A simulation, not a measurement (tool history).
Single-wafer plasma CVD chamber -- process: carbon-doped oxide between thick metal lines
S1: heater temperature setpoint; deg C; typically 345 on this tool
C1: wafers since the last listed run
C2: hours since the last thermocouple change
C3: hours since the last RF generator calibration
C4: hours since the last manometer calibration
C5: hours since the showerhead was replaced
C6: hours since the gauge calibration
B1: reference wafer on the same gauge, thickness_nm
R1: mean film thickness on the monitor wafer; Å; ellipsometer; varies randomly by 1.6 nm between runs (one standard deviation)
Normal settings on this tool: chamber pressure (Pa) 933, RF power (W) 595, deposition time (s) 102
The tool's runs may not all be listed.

run 1 day=0 | S1=345 chamber_pressure_(Pa)=1083 RF_power_(W)=595 deposition_time_(s)=102 | C1=0 C2=85.9 C3=233.3 C4=171.5 C5=3687.3 C6=1472.9 | B1=466 | R1=5431.57
run 2 day=2.254 | S1=345 chamber_pressure_(Pa)=933 RF_power_(W)=595 deposition_time_(s)=102 | C1=793 C2=140 C3=287.4 C4=225.6 C5=3741.4 C6=1527 | B1=466.224 | R1=5402.1
run 3 day=4.904 | S1=345 chamber_pressure_(Pa)=933 RF_power_(W)=595 deposition_time_(s)=102 | C1=932 C2=203.6 C3=351 C4=289.2 C5=3805 C6=1590.6 | B1=465.729 | R1=5375.34
-- day=6.658 showerhead replaced
run 4 day=6.729 | S1=345 chamber_pressure_(Pa)=933 RF_power_(W)=595 deposition_time_(s)=102 | C1=524 C2=247.4 C3=394.8 C4=333 C5=1.7 C6=1634.4 | B1=465.697 | R1=5356.27
run 5 day=10.908 | S1=345 chamber_pressure_(Pa)=933 RF_power_(W)=595 deposition_time_(s)=102 | C1=1470 C2=347.7 C3=495.1 C4=433.3 C5=102 C6=1734.7 | B1=465.931 | R1=5364.7
run 6 day=15.121 | S1=345 chamber_pressure_(Pa)=933 RF_power_(W)=595 deposition_time_(s)=102 | C1=1482 C2=448.8 C3=596.2 C4=534.4 C5=203.1 C6=1835.8 | B1=466.034 | R1=5393.92
run 7 day=17.65 | S1=345 chamber_pressure_(Pa)=704 RF_power_(W)=630 deposition_time_(s)=102 | C1=889 C2=509.5 C3=656.9 C4=595.1 C5=263.8 C6=1896.5 | B1=465.801 | R1=5402.33
run 8 day=20.375 | S1=350 chamber_pressure_(Pa)=1141 RF_power_(W)=595 deposition_time_(s)=110 | C1=958 C2=574.9 C3=722.3 C4=660.5 C5=329.2 C6=1961.9 | B1=465.703 | R1=5756.21
-- day=20.45 gauge calibrated
run 9 day=22.583 | S1=345 chamber_pressure_(Pa)=713 RF_power_(W)=515 deposition_time_(s)=111 | C1=777 C2=627.9 C3=775.3 C4=713.5 C5=382.2 C6=51.2 | B1=466.099 | R1=5222.75
run 10 day=24.683 | S1=355 chamber_pressure_(Pa)=872 RF_power_(W)=555 deposition_time_(s)=102 | C1=738 C2=678.3 C3=825.7 C4=763.9 C5=432.6 C6=101.6 | B1=466.165 | R1=4995.61
-- day=29.038 capacitance manometer re-zeroed and calibrated
run 11 day=29.058 | S1=356 chamber_pressure_(Pa)=933 RF_power_(W)=535 deposition_time_(s)=102 | C1=1422 C2=783.3 C3=930.7 C4=0.5 C5=537.6 C6=206.6 | B1=466.216 | R1=4877.42
run 12 day=31.371 | S1=345 chamber_pressure_(Pa)=1151 RF_power_(W)=595 deposition_time_(s)=102 | C1=813 C2=838.8 C3=986.2 C4=56 C5=593.1 C6=262.1 | B1=466.258 | R1=5358.44
-- day=34.458 RF generator calibrated
run 13 day=38.958 | S1=356 chamber_pressure_(Pa)=933 RF_power_(W)=535 deposition_time_(s)=102 | C1=2552 C2=1020.9 C3=108 C4=238.1 C5=775.2 C6=444.2 | B1=465.805 | R1=5004.01
run 14 day=41.15 | S1=345 chamber_pressure_(Pa)=933 RF_power_(W)=595 deposition_time_(s)=102 | C1=771 C2=1073.5 C3=160.6 C4=290.7 C5=827.8 C6=496.8 | B1=466.013 | R1=5448.79
run 15 day=42.692 | S1=336 chamber_pressure_(Pa)=933 RF_power_(W)=665 deposition_time_(s)=102 | C1=542 C2=1110.5 C3=197.6 C4=327.7 C5=864.8 C6=533.8 | B1=466.176 | R1=5894.53
run 16 day=44.492 | S1=345 chamber_pressure_(Pa)=1107 RF_power_(W)=595 deposition_time_(s)=102 | C1=633 C2=1153.7 C3=240.8 C4=370.9 C5=908 C6=577 | B1=465.771 | R1=5494
run 17 day=48.575 | S1=345 chamber_pressure_(Pa)=933 RF_power_(W)=525 deposition_time_(s)=102 | C1=1436 C2=1251.7 C3=338.8 C4=468.9 C5=1006 C6=675 | B1=465.813 | R1=5074.93
run 18 day=52.892 | S1=345 chamber_pressure_(Pa)=1009 RF_power_(W)=595 deposition_time_(s)=117 | C1=1518 C2=1355.3 C3=442.4 C4=572.5 C5=1109.6 C6=778.6 | B1=465.728 | R1=6255.77
run 19 day=56.704 | S1=345 chamber_pressure_(Pa)=933 RF_power_(W)=595 deposition_time_(s)=102 | C1=1341 C2=1446.8 C3=533.9 C4=664 C5=1201.1 C6=870.1 | B1=466.14 | R1=5403.79
run 20 day=60.6 | S1=345 chamber_pressure_(Pa)=1072 RF_power_(W)=595 deposition_time_(s)=102 | C1=1370 C2=1540.3 C3=627.4 C4=757.5 C5=1294.6 C6=963.6 | B1=466.233 | R1=5420.99
run 21 day=64.417 | S1=345 chamber_pressure_(Pa)=933 RF_power_(W)=595 deposition_time_(s)=102 | C1=1342 C2=1631.9 C3=719 C4=849.1 C5=1386.2 C6=1055.2 | B1=466.044 | R1=5348.89
-- day=66.321 capacitance manometer re-zeroed and calibrated
run 22 day=66.579 | S1=335 chamber_pressure_(Pa)=1163 RF_power_(W)=690 deposition_time_(s)=86 | C1=643 C2=1683.8 C3=770.9 C4=6.2 C5=1438.1 C6=1107.1 | B1=465.898 | R1=5112.24
run 23 day=69.288 | S1=345 chamber_pressure_(Pa)=933 RF_power_(W)=595 deposition_time_(s)=102 | C1=952 C2=1748.8 C3=835.9 C4=71.2 C5=1503.1 C6=1172.1 | B1=465.918 | R1=5337.87
run 24 day=71.562 | S1=339 chamber_pressure_(Pa)=933 RF_power_(W)=595 deposition_time_(s)=102 | C1=800 C2=1803.4 C3=890.5 C4=125.8 C5=1557.7 C6=1226.7 | B1=466.027 | R1=5457.46
run 25 day=73.621 | S1=353 chamber_pressure_(Pa)=1045 RF_power_(W)=630 deposition_time_(s)=88 | C1=724 C2=1852.8 C3=939.9 C4=175.2 C5=1607.1 C6=1276.1 | B1=466.048 | R1=4682.42
-- day=75.329 RF generator calibrated
run 26 day=77.475 | S1=345 chamber_pressure_(Pa)=933 RF_power_(W)=595 deposition_time_(s)=102 | C1=1238 C2=1945.3 C3=51.5 C4=267.7 C5=1699.6 C6=1368.6 | B1=465.879 | R1=5434.05
run 27 day=81.067 | S1=345 chamber_pressure_(Pa)=933 RF_power_(W)=595 deposition_time_(s)=102 | C1=1263 C2=2031.5 C3=137.7 C4=353.9 C5=1785.8 C6=1454.8 | B1=465.765 | R1=5434.59
run 28 day=83.496 | S1=345 chamber_pressure_(Pa)=933 RF_power_(W)=595 deposition_time_(s)=102 | C1=854 C2=2089.8 C3=196 C4=412.2 C5=1844.1 C6=1513.1 | B1=465.951 | R1=5427.29

Branching from run 28: 4 alternative next runs. What would each branch give?
run A day=83.512 | S1=345 chamber_pressure_(Pa)=933 RF_power_(W)=595 deposition_time_(s)=102 | C1=5 C2=2090.2 C3=196.4 C4=412.6 C5=1844.5 C6=1513.5 | B1=? | R1=?
run B day=83.512 | S1=345 chamber_pressure_(Pa)=721 RF_power_(W)=625 deposition_time_(s)=102 | C1=5 C2=2090.2 C3=196.4 C4=412.6 C5=1844.5 C6=1513.5 | B1=? | R1=?
run C day=83.512 | S1=345 chamber_pressure_(Pa)=1068 RF_power_(W)=595 deposition_time_(s)=118 | C1=5 C2=2090.2 C3=196.4 C4=412.6 C5=1844.5 C6=1513.5 | B1=? | R1=?
run D day=83.512 | S1=345 chamber_pressure_(Pa)=933 RF_power_(W)=695 deposition_time_(s)=87 | C1=5 C2=2090.2 C3=196.4 C4=412.6 C5=1844.5 C6=1513.5 | B1=? | R1=?

run=A B1=466.255 R1=5489.16
run=B B1=466.255 R1=5530.43
run=C B1=466.255 R1=6396.7
run=D B1=466.255 R1=5106.66
With no hidden state in the tool, these same runs would have given:
run=A R1=5451.96
run=B R1=5492.94
run=C R1=6353.34
run=D R1=5071.54
